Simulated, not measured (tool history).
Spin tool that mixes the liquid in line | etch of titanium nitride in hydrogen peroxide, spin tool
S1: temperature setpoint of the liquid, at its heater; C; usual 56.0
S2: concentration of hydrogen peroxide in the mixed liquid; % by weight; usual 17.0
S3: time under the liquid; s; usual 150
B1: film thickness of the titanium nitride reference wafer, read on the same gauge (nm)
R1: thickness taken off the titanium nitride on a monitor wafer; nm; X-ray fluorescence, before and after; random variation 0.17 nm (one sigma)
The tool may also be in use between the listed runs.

run	hour	S1	S2	S3	B1	R1
1	0.0	56.0	17.0	150	40.03	20.79
2	14.5	56.0	17.0	150	40.01	20.36
# hour 43.7: peroxide flow meter replaced
3	44.2	61.0	17.0	90	40.00	17.30
# hour 49.6: heated supply line repaired
4	63.6	61.0	17.0	90	39.97	17.44
5	84.5	56.0	17.0	150	39.99	20.46
6	108.4	56.0	17.0	150	39.99	20.68
# hour 118.4: new drum of peroxide connected
7	123.8	56.0	17.0	150	40.03	20.68
8	224.8	56.0	14.0	150	39.98	19.84
# hour 225.7: gauge calibrated
9	254.0	56.0	14.0	150	40.01	19.96
10	271.4	56.0	17.0	150	39.96	20.55
11	303.1	63.0	20.5	150	40.02	34.83
12	337.3	50.0	12.5	225	40.01	19.50
13	354.7	61.0	17.0	220	40.00	43.39
14	388.4	56.0	17.0	205	39.99	28.59
15	406.7	47.0	21.0	215	40.05	17.00
16	428.1	50.0	12.5	225	40.00	19.44
17	459.5	56.0	17.0	90	40.00	12.53
# hour 464.0: thermometer replaced
18	488.0	47.0	21.0	215	39.95	14.56
19	514.4	65.0	21.0	125	39.99	28.92
20	545.7	56.0	17.0	150	39.99	18.21
21	563.4	62.0	21.5	150	39.99	28.79
22	590.3	56.0	17.0	150	40.01	18.18
23	622.1	49.5	17.0	150	40.05	11.69
24	656.9	47.0	21.0	215	39.96	14.50

Measured less the same run without the tool's hidden state. The same run-to-run variation is in both; the gauge's scatter may not be:
The hidden state here: liquid hotter than its thermometer reads (K); peroxide flow below the setpoint (%); temperature lost on the way to the wafer (K); peroxide weaker than its label (%); gauge reads high (%).
run	R1
1	+2.37
2	+2.34
3	+1.97
4	+2.00
5	+2.45
6	+2.51
7	+2.54
8	+2.58
9	+2.63
10	+2.73
11	+4.53
12	+2.78
13	+5.85
14	+4.03
15	+2.55
16	+2.88
17	+1.83
18	+0.16
19	+0.35
20	+0.27
21	+0.44
22	+0.33
23	+0.25
24	+0.36
